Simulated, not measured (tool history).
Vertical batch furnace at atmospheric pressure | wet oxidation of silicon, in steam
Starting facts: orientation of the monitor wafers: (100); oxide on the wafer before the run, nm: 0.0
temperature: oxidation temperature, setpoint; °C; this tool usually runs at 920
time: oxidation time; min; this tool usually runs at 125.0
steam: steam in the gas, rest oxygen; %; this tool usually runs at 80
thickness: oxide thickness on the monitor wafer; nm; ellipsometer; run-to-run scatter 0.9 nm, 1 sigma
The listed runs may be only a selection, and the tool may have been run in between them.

run,hour,temperature,time,steam,"read-back reference wafer on the same gauge, thickness",thickness
1,0.0,920,125.0,80,299.62,345.20
2,34.2,920,125.0,80,299.93,344.01
3,54.3,920,125.0,80,299.55,344.30
4,74.9,920,125.0,80,300.15,346.60
5,104.0,920,125.0,74,300.05,323.09
6,121.1,920,125.0,74,299.64,325.90
7,153.3,920,125.0,80,300.24,345.74
8,224.2,929,125.0,80,299.81,377.14
9,236.5,929,125.0,80,300.14,376.62
# hour 252.3: gauge calibrated
10,264.3,920,125.0,71,299.74,314.35
# hour 304.2: thermocouples replaced and temperature profile calibrated
11,304.7,920,125.0,71,300.55,297.41
12,324.8,920,125.0,80,300.27,327.74
# hour 363.5: steam generator serviced
13,364.0,920,125.0,80,300.10,326.52
14,373.2,920,125.0,80,299.85,327.51
15,408.4,920,125.0,80,300.17,327.59
16,422.8,896,88.5,70,300.03,163.33
17,444.9,900,180.0,80,300.09,353.79
18,477.0,920,125.0,80,299.88,328.52
19,499.8,930,159.0,80,299.65,431.89
20,513.2,920,125.0,80,300.05,328.47
21,533.2,920,162.5,80,299.90,402.90
22,551.3,942,125.0,91,299.67,443.40
23,582.6,929,125.0,74,299.40,335.61
24,600.3,938,106.0,76,300.07,326.80
25,632.4,920,147.5,71,299.82,340.46
26,666.8,920,125.0,80,300.53,327.45
27,701.8,929,175.0,73,299.62,431.27
28,721.7,920,67.5,80,300.27,195.66
29,735.3,920,125.0,80,299.77,326.23
30,754.1,898,82.5,84,300.14,185.08
31,777.7,920,125.0,80,299.52,326.03
32,806.8,920,101.5,80,299.80,277.39
33,825.2,897,102.5,80,299.80,211.96
34,850.7,940,144.5,80,299.91,440.53
35,870.0,905,125.0,90,299.84,305.64
36,896.2,928,68.5,73,299.76,200.72
37,920.6,911,81.5,70,299.70,185.93
38,938.5,920,125.0,80,299.83,327.35

Predict each of these 4 candidate next runs independently; none follows another, all start after run 38:
A,944.0,920,69.0,80,?,?
B,944.0,920,125.0,73,?,?
C,944.0,897,186.0,85,?,?
D,944.0,896,125.0,69,?,?

run,"read-back reference wafer on the same gauge, thickness",thickness
A,300.26,200.12
B,300.26,304.40
C,300.26,368.62
D,300.26,218.33
Without the tool's unlogged condition, the same runs would have read:
run,thickness
A,199.68
B,303.79
C,367.74
D,217.74
